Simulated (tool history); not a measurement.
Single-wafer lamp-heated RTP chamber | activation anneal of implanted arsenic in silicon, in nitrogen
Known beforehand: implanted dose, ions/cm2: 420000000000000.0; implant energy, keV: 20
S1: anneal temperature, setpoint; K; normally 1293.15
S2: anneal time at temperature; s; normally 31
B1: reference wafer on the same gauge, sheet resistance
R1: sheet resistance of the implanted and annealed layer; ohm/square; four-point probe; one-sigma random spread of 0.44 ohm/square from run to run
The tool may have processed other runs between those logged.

| run | hour | S1 | S2 | B1 | R1 |
|---|---|---|---|---|---|
| 1 | 0.0 | 1309.15 | 31 | 240.93 | 235.45 |
| 2 | 103.5 | 1309.15 | 31 | 241.01 | 234.65 |
| 3 | 189.0 | 1309.15 | 31 | 240.90 | 234.13 |
| 4 | 265.0 | 1280.15 | 22 | 240.96 | 242.96 |
| 5 | 366.5 | 1280.15 | 22 | 241.01 | 242.71 |
| 6 | 407.9 | 1285.15 | 31 | 240.87 | 239.57 |
| 7 | 493.1 | 1285.15 | 31 | 240.99 | 239.23 |
| 8 | 557.0 | 1293.15 | 31 | 241.03 | 235.85 |
| 9 | 637.0 | 1293.15 | 31 | 240.97 | 238.08 |
| 10 | 739.9 | 1293.15 | 31 | 240.99 | 238.08 |
| 11 | 803.4 | 1293.15 | 20 | 241.00 | 240.90 |
| 12 | 897.2 | 1293.15 | 20 | 241.05 | 239.66 |
| 13 | 991.5 | 1293.15 | 31 | 241.14 | 237.89 |
| 14 | 1109.5 | 1293.15 | 31 | 241.04 | 238.06 |
| 15 | 1150.4 | 1293.15 | 19 | 240.87 | 240.35 |
| 16 | 1243.1 | 1304.15 | 24 | 241.00 | 237.16 |
| 17 | 1292.6 | 1293.15 | 37 | 241.04 | 237.58 |
| 18 | 1361.9 | 1293.15 | 31 | 240.93 | 237.85 |
| 19 | 1467.3 | 1293.15 | 49 | 241.00 | 234.35 |
| 20 | 1552.0 | 1264.15 | 23 | 241.08 | 243.42 |
| 21 | 1653.3 | 1278.15 | 20 | 240.88 | 242.47 |
| 22 | 1712.3 | 1293.15 | 41 | 241.07 | 233.33 |
| 23 | 1867.4 | 1293.15 | 31 | 240.93 | 237.20 |
| 24 | 1949.2 | 1293.15 | 31 | 240.91 | 237.99 |

Taken out of this log: 10 entries between the listed runs. Where each belongs, and how the hidden state differs across it:
Runs 2 to 3: reflector plate cleaned (hour 135.0)
  true wafer temperature minus pyrometer reading, K: 5.21 -> 9.09
  measured less the result without the state, R1: -1.06 -> -1.88 ohm/square
Runs 3 to 4: pyrometer window cleaned and pyrometer calibrated (hour 218.7)
  true wafer temperature minus pyrometer reading, K: 9.09 -> 0.44
  measured less the result without the state, R1: -1.88 -> -0.06 ohm/square
Runs 8 to 9: pyrometer window cleaned and pyrometer calibrated (hour 566.3); reflector plate cleaned (hour 585.9)
  true wafer temperature minus pyrometer reading, K: 8.73 -> 0.842
  measured less the result without the state, R1: -1.55 -> -0.15 ohm/square
Runs 12 to 13: pyrometer window cleaned and pyrometer calibrated (hour 920.6)
  true wafer temperature minus pyrometer reading, K: 8.56 -> 2.62
  measured less the result without the state, R1: -1.24 -> -0.45 ohm/square
Runs 14 to 15: reflector plate cleaned (hour 1128.9)
  true wafer temperature minus pyrometer reading, K: 4.88 -> 6.15
  measured less the result without the state, R1: -0.85 -> -0.86 ohm/square
Runs 16 to 17: pyrometer window cleaned and pyrometer calibrated (hour 1281.8)
  true wafer temperature minus pyrometer reading, K: 9.93 -> 0.829
  measured less the result without the state, R1: -1.81 -> -0.16 ohm/square
Runs 17 to 18: gauge calibrated (hour 1325.1)
  true wafer temperature minus pyrometer reading, K: 0.829 -> 1.29
  measured less the result without the state, R1: -0.16 -> -0.22 ohm/square
Runs 22 to 23: reflector plate cleaned (hour 1724.4); pyrometer window cleaned and pyrometer calibrated (hour 1737.1)
  true wafer temperature minus pyrometer reading, K: 14.5 -> 3.05
  measured less the result without the state, R1: -2.97 -> -0.52 ohm/square
